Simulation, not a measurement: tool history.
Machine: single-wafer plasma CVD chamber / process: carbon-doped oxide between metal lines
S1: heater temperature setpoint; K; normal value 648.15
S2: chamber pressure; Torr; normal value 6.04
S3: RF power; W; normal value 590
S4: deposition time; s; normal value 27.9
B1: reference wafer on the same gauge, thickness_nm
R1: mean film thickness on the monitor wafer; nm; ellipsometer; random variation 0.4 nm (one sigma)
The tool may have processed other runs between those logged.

run	day	S1	S2	S3	S4	B1	R1
1	0.000	648.15	6.04	590	27.9	108.968	130.549
2	2.017	648.15	6.04	590	27.9	108.994	129.568
3	4.742	648.15	6.04	590	27.9	109.045	130.506
4	7.346	648.15	6.04	590	27.9	108.991	130.043
5	8.929	648.15	6.04	590	27.9	109.001	129.138
# day 11.783: thermocouple changed; heater temperature recalibrated
6	11.804	648.15	6.04	590	27.9	108.967	129.481
7	12.750	648.15	6.04	590	27.9	109.071	128.984
# day 13.546: gauge calibrated
8	14.896	659.15	5.59	485	29.9	109.009	112.990
9	17.612	648.15	6.04	590	27.9	108.972	128.358
10	20.338	635.15	6.45	590	27.9	109.043	133.531
# day 21.171: capacitance manometer re-zeroed and calibrated
11	22.471	652.15	6.04	590	32.5	108.979	147.712
12	23.704	638.15	6.77	670	27.9	108.990	146.107
# day 25.779: RF generator calibrated
# day 26.875: showerhead replaced
13	27.633	633.15	6.04	680	32.1	109.103	174.232
14	34.071	648.15	6.04	590	27.9	108.995	130.555
# day 35.733: gauge calibrated
15	35.804	648.15	7.35	675	27.9	108.914	146.915

Hidden state or all else? Some run-to-run changes of R1, split into what the settings, what came in and random variation would give without the hidden state, and what is left for the hidden state (with any gauge scatter that isn't in both results):
Hidden state present: wafer temperature above the value expected at the setpoint (K); delivered RF power above the setpoint (%); true pressure above the setpoint (%); gauge reads high (%).
Run 12 -> 13: S1 638.15 -> 633.15, S2 6.77 -> 6.04, S3 670 -> 680, S4 27.9 -> 32.1, RF generator calibrated, showerhead replaced. R1 +28.125 nm: hidden state +3.277, all else +24.848.
Run 13 -> 14: S1 633.15 -> 648.15, S3 680 -> 590, S4 32.1 -> 27.9. R1 -43.677 nm: hidden state -0.048, all else -43.629.
